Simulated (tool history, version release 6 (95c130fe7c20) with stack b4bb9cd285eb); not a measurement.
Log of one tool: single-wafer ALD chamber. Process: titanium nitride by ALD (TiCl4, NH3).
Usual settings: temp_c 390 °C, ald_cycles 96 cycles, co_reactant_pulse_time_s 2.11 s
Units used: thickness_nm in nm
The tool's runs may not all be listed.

| run | hour | temp_c | ald_cycles | co_reactant_pulse_time_s | read-back reference wafer on the same gauge, thickness_nm | thickness_nm |
|---|---|---|---|---|---|---|
| 1 | 0 | 390 | 104 | 2.11 | 2.449 | 2.413 |
| 2 | 43.3 | 390 | 96 | 2.11 | 2.45 | 2.238 |
| 3 | 257.7 | 395 | 96 | 2.11 | 2.452 | 2.234 |
| 4 | 320.7 | 395 | 96 | 2.11 | 2.454 | 2.235 |
| 5 | 386.7 | 395 | 96 | 2.11 | 2.452 | 2.236 |
|  | 426.5 | gauge calibrated |
| 6 | 453.2 | 379 | 96 | 2.11 | 2.424 | 2.183 |
| 7 | 490 | 379 | 96 | 2.11 | 2.43 | 2.173 |
| 8 | 528.9 | 379 | 96 | 2.11 | 2.43 | 2.182 |
| 9 | 558.4 | 390 | 96 | 2.11 | 2.432 | 2.201 |
| 10 | 602.4 | 390 | 96 | 2.11 | 2.431 | 2.214 |
| 11 | 672 | 390 | 96 | 2.11 | 2.436 | 2.205 |
| 12 | 733.1 | 395 | 96 | 2.11 | 2.437 | 2.232 |

What does the tool deliver on the next run?
| 13 | 804.1 | 390 | 96 | 2.65 | ? | ? |

{"run 13": {"read-back reference wafer on the same gauge, thickness_nm": 2.44, "thickness_nm": 2.243}}
With the hidden condition absent and the run-to-run variation left alone, this run would have shown thickness_nm 2.223 nm.

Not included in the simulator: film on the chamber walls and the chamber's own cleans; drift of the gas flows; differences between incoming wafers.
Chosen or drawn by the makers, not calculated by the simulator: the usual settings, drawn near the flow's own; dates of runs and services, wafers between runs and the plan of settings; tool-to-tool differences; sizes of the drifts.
